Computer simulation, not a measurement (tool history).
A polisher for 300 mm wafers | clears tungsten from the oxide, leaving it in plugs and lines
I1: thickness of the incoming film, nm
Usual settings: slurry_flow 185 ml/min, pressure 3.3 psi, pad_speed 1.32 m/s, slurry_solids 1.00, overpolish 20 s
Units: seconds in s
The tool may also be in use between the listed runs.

Run 1, hour 0.0: usual settings but slurry_flow 225 ml/min; I1 544.9. Result: seconds 94.3 s.
At hour 73.6: slurry blender recalibrated.
Run 2, hour 127.1: usual settings; I1 541.8. Result: seconds 100.7 s.
At hour 166.7: slurry tank refilled with fresh slurry and peroxide.
At hour 167.4: worn pad replaced by a new one.
Run 3, hour 167.9: usual settings; I1 530.5. Result: seconds 97.5 s.
Run 4, hour 195.3: usual settings but overpolish 10 s; I1 535.5. Result: seconds 102.0 s.
At hour 202.5: slurry nozzle cleaned.
Run 5, hour 246.6: usual settings but overpolish 10 s; I1 532.6. Result: seconds 96.9 s.
Run 6, hour 312.8: usual settings but overpolish 10 s; I1 544.3. Result: seconds 101.3 s.
Run 7, hour 367.4: usual settings but slurry_flow 135 ml/min; I1 540.5. Result: seconds 109.7 s.
At hour 396.8: worn pad replaced by a new one.
Run 8, hour 397.3: usual settings but slurry_flow 135 ml/min; I1 536.2. Result: seconds 109.4 s.
At hour 401.0: slurry tank refilled with fresh slurry and peroxide.
At hour 402.6: head pressure recalibrated.
At hour 424.9: slurry nozzle cleaned.
At hour 449.8: slurry blender recalibrated.
Run 9, hour 454.2: usual settings but slurry_flow 135 ml/min; I1 539.5. Result: seconds 97.7 s.
Run 10, hour 495.6: usual settings; I1 537.9. Result: seconds 98.4 s.
Run 11, hour 561.8: usual settings but slurry_flow 135 ml/min, pressure 3.6 psi, slurry_solids 1.25, overpolish 11 s; I1 537.9. Result: seconds 91.7 s.
At hour 584.1: slurry tank refilled with fresh slurry and peroxide.
At hour 602.7: worn pad replaced by a new one.
Run 12, hour 611.7: usual settings but slurry_flow 225 ml/min; I1 547.1. Result: seconds 99.7 s.

Run 13 comes next. What will it give?
At hour 653.9: slurry nozzle cleaned.
Run 13, hour 668.8: usual settings; I1 543.0. Result: seconds ?.

{"run 13": {"seconds": 96.2}}
Without the tool's hidden state the same run would have given seconds 92.4 s.
